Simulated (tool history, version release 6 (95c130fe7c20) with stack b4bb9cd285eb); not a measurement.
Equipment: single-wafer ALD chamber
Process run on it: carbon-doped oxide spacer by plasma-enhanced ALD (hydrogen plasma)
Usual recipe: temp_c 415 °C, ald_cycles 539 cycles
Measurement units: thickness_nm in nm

run	hour	temp_c	ald_cycles	wafers since the last listed run	hours since the last thermocouple change	hours since the gauge calibration	read-back reference wafer on the same gauge, thickness_nm	thickness_nm
1	0.0	415	539	0	1500.5	480.2	27.284	25.082
2	198.6	415	573	103	1699.1	678.8	27.320	26.712
3	247.4	415	573	25	1747.9	727.6	27.324	26.717
4	303.9	415	572	29	1804.4	784.1	27.321	26.735
5	340.1	415	572	18	1840.6	820.3	27.298	26.658
6	401.0	415	572	31	1901.5	881.2	27.287	26.699
7	434.7	415	539	17	1935.2	914.9	27.314	25.037
8	499.1	415	539	33	1999.6	979.3	27.328	25.057
9	537.4	415	539	19	2037.9	1017.6	27.293	25.087
10	569.7	415	539	16	2070.2	1049.9	27.312	24.933
11	599.5	415	539	15	2100.0	1079.7	27.348	24.983
12	658.1	415	539	30	2158.6	1138.3	27.310	25.066
# hour 666.3: gauge calibrated
13	714.0	415	539	29	2214.5	47.7	27.325	25.027
14	768.8	415	539	28	2269.3	102.5	27.335	24.869
# hour 801.5: thermocouple changed; heater temperature recalibrated
15	822.0	415	539	23	20.5	155.7	27.278	26.048
16	877.5	415	539	28	76.0	211.2	27.310	26.052
17	905.9	429	539	14	104.4	239.6	27.314	24.717
18	964.2	422	439	30	162.7	297.9	27.279	20.601
19	1007.1	426	474	22	205.6	340.8	27.313	21.982

Predict the results of run 20:
20	1033.4	428	539	13	231.9	367.1	?	?

{"run 20": {"read-back reference wafer on the same gauge, thickness_nm": 27.271, "thickness_nm": 24.841}}
With the hidden condition absent and the run-to-run variation left alone, this run would have shown thickness_nm 24.137 nm.
